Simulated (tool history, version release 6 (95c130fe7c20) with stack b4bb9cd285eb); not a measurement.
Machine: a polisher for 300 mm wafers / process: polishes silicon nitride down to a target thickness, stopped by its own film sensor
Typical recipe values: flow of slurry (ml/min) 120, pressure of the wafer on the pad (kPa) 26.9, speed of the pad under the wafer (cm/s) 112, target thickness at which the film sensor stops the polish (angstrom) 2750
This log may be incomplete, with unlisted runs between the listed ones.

run,day,flow of slurry (ml/min),pressure of the wafer on the pad (kPa),speed of the pad under the wafer (cm/s),target thickness at which the film sensor stops the polish (angstrom),wafers since the last listed run,wafers polished on this pad,hours since the slurry nozzle was cleaned,hours since the head pressure was calibrated,"incoming thickness of the incoming film, nm",time until the film sensor stopped the polish (s)
1,0.000,120,26.9,112,2750,0,1106,456.0,371.5,460.2,85.1
2,2.812,120,26.9,112,2750,539,1646,523.5,439.0,462.7,85.8
3,6.025,120,26.9,112,2750,616,2262,600.6,516.1,459.5,87.5
# day 6.833: slurry nozzle cleaned
4,8.262,120,26.9,112,2750,421,2683,34.3,569.8,458.6,84.7
# day 10.071: worn pad replaced by a new one
5,11.775,120,26.9,112,2750,641,326,118.6,654.1,455.0,74.1
6,14.896,120,26.9,112,2750,598,925,193.5,729.0,458.8,79.8
7,18.496,120,26.9,112,2750,690,1615,279.9,815.4,459.0,82.6
8,22.925,120,31.0,112,2750,849,2465,386.2,921.7,453.5,70.1
# day 25.846: head pressure recalibrated
9,25.862,120,31.0,112,2750,547,3012,456.7,0.4,463.7,76.8
# day 27.058: worn pad replaced by a new one
10,28.129,120,31.0,112,2750,402,205,511.1,54.8,468.9,74.2
11,31.125,120,26.9,112,2750,574,780,583.0,126.7,459.8,82.3
12,37.762,120,26.9,112,2750,1273,2053,742.3,286.0,454.4,82.9
# day 38.092: slurry nozzle cleaned
13,41.150,150,33.1,112,2750,641,2695,73.4,367.3,456.9,68.5
# day 41.704: worn pad replaced by a new one
14,45.250,120,31.7,112,3230,754,680,171.8,465.7,455.9,49.2
15,49.383,120,26.9,112,2210,792,1473,271.0,564.9,460.2,105.8
16,52.579,135,26.9,134,2750,613,2086,347.7,641.6,456.0,68.7
17,56.554,120,26.9,112,2750,762,2848,443.1,737.0,457.7,81.6
# day 58.625: worn pad replaced by a new one
18,59.121,120,22.1,94,2750,460,95,504.7,798.6,458.9,101.3
# day 61.992: head pressure recalibrated
19,63.112,120,26.9,112,2750,749,844,600.5,26.9,459.8,83.5
# day 63.833: slurry nozzle cleaned
20,65.221,90,17.9,112,3280,396,1241,33.3,77.5,452.1,81.5
21,67.100,120,26.9,112,2750,360,1601,78.4,122.6,456.7,83.2
22,71.000,130,33.8,80,2250,748,2349,172.0,216.2,457.7,116.2
23,75.083,120,26.9,112,3330,783,3133,270.0,314.2,463.7,61.4
# day 76.608: worn pad replaced by a new one
24,78.929,120,26.9,112,2750,705,445,362.3,406.5,455.0,77.7
25,82.042,155,26.9,112,2750,597,1042,437.0,481.2,468.7,83.3

5 options for the next run, each taken on its own from the tool as it stands now. Forecast them:
A,82.058,120,26.9,112,2750,3,1045,437.4,481.6,458.6,?
B,82.058,120,20.0,112,2750,3,1045,437.4,481.6,458.6,?
C,82.058,120,23.4,126,2510,3,1045,437.4,481.6,458.6,?
D,82.058,100,26.9,112,2750,3,1045,437.4,481.6,458.6,?
E,82.058,105,17.9,78,2750,3,1045,437.4,481.6,458.6,?

run,time until the film sensor stopped the polish (s)
A,81.1
B,103.5
C,93.6
D,83.3
E,153.6
What these runs would have given with no unlogged condition in the tool:
run,time until the film sensor stopped the polish (s)
A,75.6
B,96.4
C,87.2
D,77.6
E,143.2
